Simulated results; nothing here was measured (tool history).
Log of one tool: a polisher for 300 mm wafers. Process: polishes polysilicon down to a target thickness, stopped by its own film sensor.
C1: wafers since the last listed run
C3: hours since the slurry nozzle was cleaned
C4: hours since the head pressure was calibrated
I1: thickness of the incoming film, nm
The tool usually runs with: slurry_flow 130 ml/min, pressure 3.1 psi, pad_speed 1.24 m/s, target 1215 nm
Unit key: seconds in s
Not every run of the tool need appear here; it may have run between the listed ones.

Run 1, hour 0.0: usual settings; C1 0; wafers polished on this pad 2632; C3 130.5; C4 895.4; I1 1944.7. Result: seconds 75.3 s.
At hour 27.3: worn pad replaced by a new one.
Run 2, hour 33.4: usual settings; C1 345; wafers polished on this pad 71; C3 163.9; C4 928.8; I1 1933.5. Result: seconds 74.4 s.
Run 3, hour 66.8: usual settings; C1 392; wafers polished on this pad 464; C3 197.3; C4 962.2; I1 1897.8. Result: seconds 69.7 s.
Run 4, hour 92.4: usual settings but target 1326 nm; C1 300; wafers polished on this pad 764; C3 222.9; C4 987.8; I1 1920.0. Result: seconds 61.7 s.
Run 5, hour 125.6: usual settings but target 1326 nm; C1 390; wafers polished on this pad 1154; C3 256.1; C4 1021.0; I1 1927.9. Result: seconds 62.5 s.
Run 6, hour 195.7: usual settings but target 1326 nm; C1 823; wafers polished on this pad 1978; C3 326.2; C4 1091.1; I1 1904.0. Result: seconds 59.9 s.
At hour 212.3: slurry nozzle cleaned.
Run 7, hour 267.1: usual settings but pressure 2.7 psi; C1 827; wafers polished on this pad 2805; C3 54.8; C4 1162.5; I1 1897.1. Result: seconds 79.3 s.
At hour 281.8: worn pad replaced by a new one.
Run 8, hour 433.8: usual settings but pressure 2.6 psi; C1 1911; wafers polished on this pad 1786; C3 221.5; C4 1329.2; I1 1943.5. Result: seconds 90.2 s.
Run 9, hour 477.0: usual settings but pressure 2.6 psi; C1 507; wafers polished on this pad 2294; C3 264.7; C4 1372.4; I1 1898.3. Result: seconds 84.3 s.
Run 10, hour 512.4: usual settings but pressure 2.6 psi; C1 415; wafers polished on this pad 2710; C3 300.1; C4 1407.8; I1 1900.5. Result: seconds 84.7 s.
At hour 519.3: slurry nozzle cleaned.
At hour 547.1: head pressure recalibrated.
At hour 581.2: worn pad replaced by a new one.
Run 11, hour 597.6: usual settings but target 1450 nm; C1 918; wafers polished on this pad 192; C3 78.3; C4 50.5; I1 1934.4. Result: seconds 49.4 s.
Run 12, hour 628.0: usual settings but pressure 4.0 psi, pad_speed 0.96 m/s; C1 357; wafers polished on this pad 549; C3 108.7; C4 80.9; I1 1933.8. Result: seconds 68.1 s.
Run 13, hour 675.8: usual settings but pressure 2.6 psi, target 1113 nm; C1 561; wafers polished on this pad 1111; C3 156.5; C4 128.7; I1 1911.0. Result: seconds 99.0 s.
Run 14, hour 774.6: usual settings but target 1349 nm; C1 1160; wafers polished on this pad 2272; C3 255.3; C4 227.5; I1 1928.5. Result: seconds 61.0 s.
At hour 846.1: slurry nozzle cleaned.
At hour 899.6: worn pad replaced by a new one.
Run 15, hour 971.3: usual settings; C1 2252; wafers polished on this pad 842; C3 125.2; C4 424.2; I1 1936.7. Result: seconds 72.7 s.
Run 16, hour 1029.7: usual settings but target 1082 nm; C1 686; wafers polished on this pad 1528; C3 183.6; C4 482.6; I1 1919.8. Result: seconds 86.4 s.
Run 17, hour 1099.8: usual settings; C1 823; wafers polished on this pad 2352; C3 253.7; C4 552.7; I1 1915.9. Result: seconds 72.6 s.
At hour 1145.7: worn pad replaced by a new one.
Run 18, hour 1146.2: usual settings but pad_speed 1.10 m/s; C1 498; wafers polished on this pad 5; C3 300.1; C4 599.1; I1 1935.3. Result: seconds 82.2 s.
At hour 1185.4: slurry nozzle cleaned.
Run 19, hour 1186.1: usual settings but slurry_flow 165 ml/min, pressure 4.0 psi, pad_speed 1.54 m/s, target 1080 nm; C1 457; wafers polished on this pad 462; C3 0.7; C4 639.0; I1 1942.1. Result: seconds 52.9 s.
Run 20, hour 1391.7: usual settings but pad_speed 1.62 m/s; C1 2415; wafers polished on this pad 2878; C3 206.3; C4 844.6; I1 1916.6. Result: seconds 58.4 s.
Run 21, hour 1416.9: usual settings but slurry_flow 145 ml/min, pad_speed 1.52 m/s; C1 296; wafers polished on this pad 3174; C3 231.5; C4 869.8; I1 1890.7. Result: seconds 58.3 s.

3 ways to go on from here, each from the tool as it stands after run 21. What would each give?
Run A, hour 1417.3: usual settings but target 1052 nm; C1 4; wafers polished on this pad 3179; C3 231.9; C4 870.2; I1 1967.0. Result: seconds ?.
Run B, hour 1417.3: usual settings but slurry_flow 175 ml/min, pressure 3.8 psi, pad_speed 0.90 m/s; C1 4; wafers polished on this pad 3179; C3 231.9; C4 870.2; I1 1967.0. Result: seconds ?.
Run C, hour 1417.3: usual settings but slurry_flow 95 ml/min, pad_speed 1.10 m/s; C1 4; wafers polished on this pad 3179; C3 231.9; C4 870.2; I1 1967.0. Result: seconds ?.

run  seconds
  A     96.0
  B     77.0
  C     92.3
Without the tool's unlogged condition, the same runs would have read:
run  seconds
  A     90.6
  B     73.5
  C     85.9

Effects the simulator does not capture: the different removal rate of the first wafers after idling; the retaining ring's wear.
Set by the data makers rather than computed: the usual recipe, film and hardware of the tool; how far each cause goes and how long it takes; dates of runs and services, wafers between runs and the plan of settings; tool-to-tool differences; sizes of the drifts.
